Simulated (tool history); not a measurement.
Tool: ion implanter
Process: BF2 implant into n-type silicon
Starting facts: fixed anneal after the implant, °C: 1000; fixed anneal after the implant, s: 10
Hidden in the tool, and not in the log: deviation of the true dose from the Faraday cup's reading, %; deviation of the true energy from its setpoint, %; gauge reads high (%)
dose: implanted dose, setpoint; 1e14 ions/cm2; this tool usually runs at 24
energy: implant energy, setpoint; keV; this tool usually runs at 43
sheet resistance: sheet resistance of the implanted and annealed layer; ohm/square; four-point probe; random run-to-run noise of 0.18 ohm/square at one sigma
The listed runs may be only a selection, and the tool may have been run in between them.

run	hour	dose	energy	wafers since the last listed run	hours since the last dose calibration	hours since the extraction supply was calibrated	hours since the gauge calibration	read-back reference wafer on the same gauge, sheet resistance	sheet resistance
1	0	24	43	0	484.1	1423.7	272.8	128.02	123.6
2	89.9	24	34	2091	574	1513.6	362.7	127.96	141.81
3	167.9	24	34	1814	652	1591.6	440.7	127.98	141.69
4	216.1	24	34	1121	700.2	1639.8	488.9	127.94	141.71
5	268.4	24	43	1216	752.5	1692.1	541.2	127.99	123.74
6	372.5	24	43	2422	856.6	1796.2	645.3	127.97	123.9
7	459.7	24	43	2028	943.8	1883.4	732.5	128.01	123.81
8	504.7	24	43	1047	988.8	1928.4	777.5	127.97	123.99
9	552.1	29.42	54	1102	1036.2	1975.8	824.9	128.04	106
# hour 569.4: gauge calibrated
10	613.7	24	34	1433	1097.8	2037.4	44.3	128.03	141.21
11	667.1	24	43	1242	1151.2	2090.8	97.7	128.1	123.63
# hour 680.3: Faraday cup replaced and dose calibrated
# hour 773.3: extraction supply calibrated
12	773.8	28.36	29.5	2110	93.5	0.5	204.4	127.92	148.63
13	820.9	30.22	36	1095	140.6	47.6	251.5	128.01	132.16
14	922.5	26.19	37.5	2364	242.2	149.2	353.1	127.97	130.64
15	991.7	24	34	1610	311.4	218.4	422.3	127.98	139.41
16	1069.4	26.12	43	1807	389.1	296.1	500	128.04	121

What the log doesn't show, run by run:
deviation of the true dose from the Faraday cup's reading, %: 0, the same for each run
gauge reads high (%): 0, the same for each run
H1: deviation of the true energy from its setpoint, %
run	H1
1	-3.22
2	-3.27
3	-3.31
4	-3.33
5	-3.35
6	-3.39
7	-3.42
8	-3.43
9	-3.44
10	-3.46
11	-3.47
12	0.409
13	0.191
14	-0.23
15	-0.482
16	-0.736
